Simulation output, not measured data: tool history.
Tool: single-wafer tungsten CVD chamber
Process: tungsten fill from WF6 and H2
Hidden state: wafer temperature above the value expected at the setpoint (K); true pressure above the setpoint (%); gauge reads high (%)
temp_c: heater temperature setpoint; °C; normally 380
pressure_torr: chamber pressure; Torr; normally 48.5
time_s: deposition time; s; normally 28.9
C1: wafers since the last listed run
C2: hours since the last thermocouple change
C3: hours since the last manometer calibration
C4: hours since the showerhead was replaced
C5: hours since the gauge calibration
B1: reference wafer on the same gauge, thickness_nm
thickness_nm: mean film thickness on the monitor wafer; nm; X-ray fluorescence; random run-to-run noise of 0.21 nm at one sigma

{"run": 1, "hour": 0.0, "temp_c": 375, "pressure_torr": 41.5, "time_s": 28.9, "C1": 0, "C2": 1780, "C3": 1643.7, "C4": 1645.7, "C5": 28.1, "B1": 63.658, "thickness_nm": 61.912}
{"run": 2, "hour": 71.7, "temp_c": 380, "pressure_torr": 48.5, "time_s": 28.9, "C1": 2335, "C2": 1851.7, "C3": 1715.4, "C4": 1717.4, "C5": 99.8, "B1": 63.547, "thickness_nm": 71.975}
{"run": 3, "hour": 131.4, "temp_c": 380, "pressure_torr": 48.5, "time_s": 28.9, "C1": 1944, "C2": 1911.4, "C3": 1775.1, "C4": 1777.1, "C5": 159.5, "B1": 63.614, "thickness_nm": 72.3}
{"run": 4, "hour": 171.2, "temp_c": 380, "pressure_torr": 48.5, "time_s": 28.9, "C1": 1296, "C2": 1951.2, "C3": 1814.9, "C4": 1816.9, "C5": 199.3, "B1": 63.565, "thickness_nm": 72.095}
{"run": 5, "hour": 233.9, "temp_c": 380, "pressure_torr": 48.5, "time_s": 28.9, "C1": 2042, "C2": 2013.9, "C3": 1877.6, "C4": 1879.6, "C5": 262, "B1": 63.614, "thickness_nm": 72.11}
{"run": 6, "hour": 287.7, "temp_c": 380, "pressure_torr": 48.5, "time_s": 28.9, "C1": 1752, "C2": 2067.7, "C3": 1931.4, "C4": 1933.4, "C5": 315.8, "B1": 63.631, "thickness_nm": 72.295}
{"run": 7, "hour": 314.3, "temp_c": 380, "pressure_torr": 48.5, "time_s": 28.9, "C1": 866, "C2": 2094.3, "C3": 1958, "C4": 1960, "C5": 342.4, "B1": 63.58, "thickness_nm": 72.039}
{"run": 8, "hour": 364.8, "temp_c": 380, "pressure_torr": 48.5, "time_s": 28.9, "C1": 1645, "C2": 2144.8, "C3": 2008.5, "C4": 2010.5, "C5": 392.9, "B1": 63.572, "thickness_nm": 72.365}
{"run": 9, "hour": 399.0, "temp_c": 380, "pressure_torr": 53, "time_s": 28.9, "C1": 1114, "C2": 2179, "C3": 2042.7, "C4": 2044.7, "C5": 427.1, "B1": 63.541, "thickness_nm": 74.402}
{"run": 10, "hour": 429.8, "temp_c": 380, "pressure_torr": 53, "time_s": 28.9, "C1": 1003, "C2": 2209.8, "C3": 2073.5, "C4": 2075.5, "C5": 457.9, "B1": 63.574, "thickness_nm": 74.631}
{"hour": 454.9, "done": "capacitance manometer re-zeroed and calibrated"}
{"run": 11, "hour": 471.6, "temp_c": 380, "pressure_torr": 53, "time_s": 28.9, "C1": 1101, "C2": 2251.6, "C3": 16.7, "C4": 2117.3, "C5": 499.7, "B1": 63.636, "thickness_nm": 74.51}
{"run": 12, "hour": 505.7, "temp_c": 380, "pressure_torr": 48.5, "time_s": 28.9, "C1": 1110, "C2": 2285.7, "C3": 50.8, "C4": 2151.4, "C5": 533.8, "B1": 63.637, "thickness_nm": 72.04}
{"run": 13, "hour": 542.7, "temp_c": 380, "pressure_torr": 48.5, "time_s": 28.9, "C1": 1205, "C2": 2322.7, "C3": 87.8, "C4": 2188.4, "C5": 570.8, "B1": 63.561, "thickness_nm": 71.875}
{"run": 14, "hour": 596.3, "temp_c": 380, "pressure_torr": 48.5, "time_s": 28.9, "C1": 1746, "C2": 2376.3, "C3": 141.4, "C4": 2242, "C5": 624.4, "B1": 63.602, "thickness_nm": 72.247}
{"run": 15, "hour": 666.3, "temp_c": 380, "pressure_torr": 40.9, "time_s": 26.9, "C1": 2280, "C2": 2446.3, "C3": 211.4, "C4": 2312, "C5": 694.4, "B1": 63.516, "thickness_nm": 62.741}
{"hour": 685.7, "done": "thermocouple changed; heater temperature recalibrated"}
{"run": 16, "hour": 707.0, "temp_c": 380, "pressure_torr": 40.9, "time_s": 26.9, "C1": 1065, "C2": 21.3, "C3": 252.1, "C4": 2352.7, "C5": 735.1, "B1": 63.668, "thickness_nm": 62.771}
{"run": 17, "hour": 757.7, "temp_c": 380, "pressure_torr": 43.4, "time_s": 28.9, "C1": 1651, "C2": 72, "C3": 302.8, "C4": 2403.4, "C5": 785.8, "B1": 63.594, "thickness_nm": 68.778}
{"run": 18, "hour": 789.6, "temp_c": 380, "pressure_torr": 48.5, "time_s": 28.9, "C1": 1039, "C2": 103.9, "C3": 334.7, "C4": 2435.3, "C5": 817.7, "B1": 63.633, "thickness_nm": 72.4}
{"run": 19, "hour": 816.6, "temp_c": 380, "pressure_torr": 48.5, "time_s": 28.9, "C1": 879, "C2": 130.9, "C3": 361.7, "C4": 2462.3, "C5": 844.7, "B1": 63.615, "thickness_nm": 72.38}
{"run": 20, "hour": 842.2, "temp_c": 380, "pressure_torr": 38.6, "time_s": 28.9, "C1": 833, "C2": 156.5, "C3": 387.3, "C4": 2487.9, "C5": 870.3, "B1": 63.598, "thickness_nm": 65.843}
{"run": 21, "hour": 907.1, "temp_c": 380, "pressure_torr": 48.5, "time_s": 30.4, "C1": 2114, "C2": 221.4, "C3": 452.2, "C4": 2552.8, "C5": 935.2, "B1": 63.578, "thickness_nm": 75.881}
{"run": 22, "hour": 959.4, "temp_c": 380, "pressure_torr": 48.5, "time_s": 28.9, "C1": 1703, "C2": 273.7, "C3": 504.5, "C4": 2605.1, "C5": 987.5, "B1": 63.57, "thickness_nm": 72.011}
{"run": 23, "hour": 1027.3, "temp_c": 366, "pressure_torr": 48.5, "time_s": 32, "C1": 2211, "C2": 341.6, "C3": 572.4, "C4": 2673, "C5": 1055.4, "B1": 63.599, "thickness_nm": 61.652}
{"run": 24, "hour": 1052.4, "temp_c": 380, "pressure_torr": 48.5, "time_s": 28.9, "C1": 817, "C2": 366.7, "C3": 597.5, "C4": 2698.1, "C5": 1080.5, "B1": 63.578, "thickness_nm": 72.315}
{"run": 25, "hour": 1101.8, "temp_c": 391, "pressure_torr": 59.1, "time_s": 33, "C1": 1609, "C2": 416.1, "C3": 646.9, "C4": 2747.5, "C5": 1129.9, "B1": 63.593, "thickness_nm": 107.645}
{"run": 26, "hour": 1126.4, "temp_c": 387, "pressure_torr": 48.5, "time_s": 31, "C1": 801, "C2": 440.7, "C3": 671.5, "C4": 2772.1, "C5": 1154.5, "B1": 63.591, "thickness_nm": 87.726}
{"hour": 1150.2, "done": "showerhead replaced"}
{"run": 27, "hour": 1197.0, "temp_c": 372, "pressure_torr": 42.8, "time_s": 33.2, "C1": 2039, "C2": 511.3, "C3": 742.1, "C4": 46.8, "C5": 1225.1, "B1": 63.603, "thickness_nm": 68.195}
{"run": 28, "hour": 1233.7, "temp_c": 380, "pressure_torr": 48.5, "time_s": 28.9, "C1": 1195, "C2": 548, "C3": 778.8, "C4": 83.5, "C5": 1261.8, "B1": 63.638, "thickness_nm": 71.613}
{"hour": 1237.9, "done": "gauge calibrated"}
{"run": 29, "hour": 1287.8, "temp_c": 365, "pressure_torr": 43.2, "time_s": 28.9, "C1": 1762, "C2": 602.1, "C3": 832.9, "C4": 137.6, "C5": 49.9, "B1": 63.577, "thickness_nm": 52.191}
{"run": 30, "hour": 1356.0, "temp_c": 371, "pressure_torr": 48.5, "time_s": 32.3, "C1": 2221, "C2": 670.3, "C3": 901.1, "C4": 205.8, "C5": 118.1, "B1": 63.53, "thickness_nm": 68.677}
{"run": 31, "hour": 1409.1, "temp_c": 368, "pressure_torr": 53.7, "time_s": 34, "C1": 1729, "C2": 723.4, "C3": 954.2, "C4": 258.9, "C5": 171.2, "B1": 63.575, "thickness_nm": 71.231}
{"run": 32, "hour": 1471.8, "temp_c": 387, "pressure_torr": 48.5, "time_s": 31, "C1": 2042, "C2": 786.1, "C3": 1016.9, "C4": 321.6, "C5": 233.9, "B1": 63.603, "thickness_nm": 87.483}
{"run": 33, "hour": 1527.5, "temp_c": 366, "pressure_torr": 43.4, "time_s": 26, "C1": 1814, "C2": 841.8, "C3": 1072.6, "C4": 377.3, "C5": 289.6, "B1": 63.542, "thickness_nm": 47.987}
{"run": 34, "hour": 1649.3, "temp_c": 391, "pressure_torr": 48.5, "time_s": 28.9, "C1": 3967, "C2": 963.6, "C3": 1194.4, "C4": 499.1, "C5": 411.4, "B1": 63.548, "thickness_nm": 86.943}

What the log doesn't show, run by run:
wafer temperature above the value expected at the setpoint (K): 0 in every run
true pressure above the setpoint (%): 0 in every run
gauge reads high (%): 0 in every run
